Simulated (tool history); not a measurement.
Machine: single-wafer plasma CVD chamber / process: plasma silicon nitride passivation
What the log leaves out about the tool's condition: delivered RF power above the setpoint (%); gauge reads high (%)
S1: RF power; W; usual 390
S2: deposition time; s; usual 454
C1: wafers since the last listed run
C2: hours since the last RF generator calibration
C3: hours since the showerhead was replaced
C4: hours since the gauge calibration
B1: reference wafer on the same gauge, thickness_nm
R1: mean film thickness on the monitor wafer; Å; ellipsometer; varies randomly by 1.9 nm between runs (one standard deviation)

Run 1, day 0: usual settings but S2 423 s; C1 0; C2 413.7; C3 1518.5; C4 1965.1; B1 727.195. Result: R1 5845.99 Å.
Run 2, day 1.75: usual settings but S1 440 W, S2 408 s; C1 134; C2 455.7; C3 1560.5; C4 2007.1; B1 726.794. Result: R1 5857.36 Å.
Run 3, day 4.058: usual settings but S1 440 W, S2 408 s; C1 177; C2 511.1; C3 1615.9; C4 2062.5; B1 725.981. Result: R1 5841.89 Å.
Run 4, day 6.208: usual settings; C1 165; C2 562.7; C3 1667.5; C4 2114.1; B1 725.603. Result: R1 6284.45 Å.
Run 5, day 8.633: usual settings; C1 186; C2 620.9; C3 1725.7; C4 2172.3; B1 724.719. Result: R1 6249.9 Å.
Run 6, day 11.433: usual settings; C1 215; C2 688.1; C3 1792.9; C4 2239.5; B1 725.566. Result: R1 6256.65 Å.
Run 7, day 15.479: usual settings; C1 311; C2 785.2; C3 1890; C4 2336.6; B1 725.03. Result: R1 6241.71 Å.
Run 8, day 17.95: usual settings; C1 190; C2 844.5; C3 1949.3; C4 2395.9; B1 724.071. Result: R1 6222.82 Å.
Run 9, day 21.267: usual settings; C1 255; C2 924.1; C3 2028.9; C4 2475.5; B1 723.596. Result: R1 6217.16 Å.
Run 10, day 31.704: usual settings; C1 802; C2 1174.6; C3 2279.4; C4 2726; B1 719.851. Result: R1 6219.54 Å.
Run 11, day 33.275: usual settings; C1 120; C2 1212.3; C3 2317.1; C4 2763.7; B1 719.085. Result: R1 6194.15 Å.
Run 12, day 34.979: usual settings but S1 450 W; C1 131; C2 1253.2; C3 2358; C4 2804.6; B1 717.368. Result: R1 6480.11 Å.
Run 13, day 36.654: usual settings but S1 450 W; C1 128; C2 1293.4; C3 2398.2; C4 2844.8; B1 718.269. Result: R1 6488.83 Å.
Run 14, day 39.112: usual settings but S1 450 W; C1 189; C2 1352.4; C3 2457.2; C4 2903.8; B1 719.013. Result: R1 6466.75 Å.
At day 39.471: gauge calibrated.
Run 15, day 41.758: usual settings; C1 203; C2 1415.9; C3 2520.7; C4 54.9; B1 733.311. Result: R1 6319.1 Å.
Run 16, day 44.5: usual settings; C1 210; C2 1481.7; C3 2586.5; C4 120.7; B1 734.595. Result: R1 6302.9 Å.
Run 17, day 48.346: usual settings; C1 295; C2 1574; C3 2678.8; C4 213; B1 733.417. Result: R1 6301.78 Å.
Run 18, day 50.696: usual settings; C1 180; C2 1630.4; C3 2735.2; C4 269.4; B1 732.221. Result: R1 6326.64 Å.
Run 19, day 55.075: usual settings; C1 336; C2 1735.5; C3 2840.3; C4 374.5; B1 732.85. Result: R1 6289.65 Å.
Run 20, day 57.758: usual settings but S1 425 W; C1 206; C2 1799.9; C3 2904.7; C4 438.9; B1 732.402. Result: R1 6502.46 Å.
Run 21, day 61.05: usual settings but S1 320 W; C1 253; C2 1878.9; C3 2983.7; C4 517.9; B1 731.9. Result: R1 5931.51 Å.
Run 22, day 64.092: usual settings but S1 320 W, S2 541 s; C1 233; C2 1951.9; C3 3056.7; C4 590.9; B1 733.117. Result: R1 7006.58 Å.
At day 66: RF generator calibrated.
Run 23, day 68.354: usual settings; C1 302; C2 56.5; C3 3159; C4 693.2; B1 731.963. Result: R1 6317.29 Å.
Run 24, day 71.046: usual settings but S1 365 W; C1 206; C2 121.1; C3 3223.6; C4 757.8; B1 732.375. Result: R1 6179.95 Å.
Run 25, day 79.038: usual settings but S1 350 W, S2 528 s; C1 614; C2 312.9; C3 3415.4; C4 949.6; B1 732.447. Result: R1 7076.15 Å.
Run 26, day 82.754: usual settings but S1 365 W; C1 285; C2 402.1; C3 3504.6; C4 1038.8; B1 730.79. Result: R1 6160.95 Å.
Run 27, day 85.567: usual settings but S2 515 s; C1 216; C2 469.6; C3 3572.1; C4 1106.3; B1 730.901. Result: R1 7163.25 Å.
At day 86.154: showerhead replaced.
Run 28, day 89.062: usual settings; C1 243; C2 553.5; C3 69.8; C4 1190.2; B1 729.862. Result: R1 6264.93 Å.
Run 29, day 91.917: usual settings; C1 219; C2 622; C3 138.3; C4 1258.7; B1 729.938. Result: R1 6294.19 Å.
Run 30, day 95.762: usual settings but S1 420 W; C1 295; C2 714.3; C3 230.6; C4 1351; B1 729.193. Result: R1 6432.7 Å.
Run 31, day 99.279: usual settings but S1 355 W, S2 415 s; C1 270; C2 798.7; C3 315; C4 1435.4; B1 728.761. Result: R1 5560.28 Å.
Run 32, day 103.4: usual settings but S1 430 W, S2 367 s; C1 316; C2 897.6; C3 413.9; C4 1534.3; B1 729.058. Result: R1 5230.27 Å.
Run 33, day 106.212: usual settings but S1 325 W, S2 534 s; C1 216; C2 965.1; C3 481.4; C4 1601.8; B1 726.972. Result: R1 6956.18 Å.
Run 34, day 109.258: usual settings but S2 494 s; C1 234; C2 1038.2; C3 554.5; C4 1674.9; B1 726.306. Result: R1 6825.47 Å.
Run 35, day 112.475: usual settings but S1 430 W, S2 477 s; C1 247; C2 1115.4; C3 631.7; C4 1752.1; B1 725.54. Result: R1 6742.43 Å.
Run 36, day 114.546: usual settings but S1 430 W, S2 524 s; C1 159; C2 1165.1; C3 681.4; C4 1801.8; B1 727.954. Result: R1 7464.61 Å.
Run 37, day 117.825: usual settings but S1 340 W, S2 372 s; C1 252; C2 1243.8; C3 760.1; C4 1880.5; B1 725.682. Result: R1 4893.42 Å.
Run 38, day 120.654: usual settings; C1 217; C2 1311.7; C3 828; C4 1948.4; B1 725.034. Result: R1 6272.35 Å.
Run 39, day 124.279: usual settings; C1 278; C2 1398.7; C3 915; C4 2035.4; B1 724.573. Result: R1 6244.89 Å.
Run 40, day 126.508: usual settings but S1 330 W, S2 414 s; C1 171; C2 1452.2; C3 968.5; C4 2088.9; B1 723.226. Result: R1 5395.65 Å.
Run 41, day 130.467: usual settings but S2 519 s; C1 304; C2 1547.2; C3 1063.5; C4 2183.9; B1 723.315. Result: R1 7179.08 Å.
Run 42, day 133.238: usual settings but S1 420 W, S2 538 s; C1 213; C2 1613.7; C3 1130; C4 2250.4; B1 722.079. Result: R1 7573.73 Å.
Run 43, day 138.646: usual settings but S2 431 s; C1 415; C2 1743.5; C3 1259.8; C4 2380.2; B1 721.426. Result: R1 5924.94 Å.

What would each run have given without the hidden state, its run-to-run variation left as it was?
run       R1
  1  5909.25
  2  5923.54
  3  5911.65
  4  6363.37
  5  6332.84
  6     6345
  7  6337.82
  8  6323.66
  9  6324.86
 10  6350.76
 11  6328.57
 12  6625.04
 13  6638.25
 14  6622.08
 15  6336.04
 16     6320
 17  6319.43
 18  6344.83
 19  6308.94
 20  6523.35
 21  5951.83
 22  7032.18
 23   6342.7
 24  6206.44
 25     7113
 26  6196.12
 27  7207.07
 28  6306.66
 29   6339.1
 30  6482.99
 31  5607.45
 32  5279.01
 33  7025.18
 34  6897.83
 35     6819
 36  7553.15
 37  4955.51
 38  6356.61
 39  6334.98
 40  5476.92
 41  7295.59
 42  7703.09
 43  6036.43

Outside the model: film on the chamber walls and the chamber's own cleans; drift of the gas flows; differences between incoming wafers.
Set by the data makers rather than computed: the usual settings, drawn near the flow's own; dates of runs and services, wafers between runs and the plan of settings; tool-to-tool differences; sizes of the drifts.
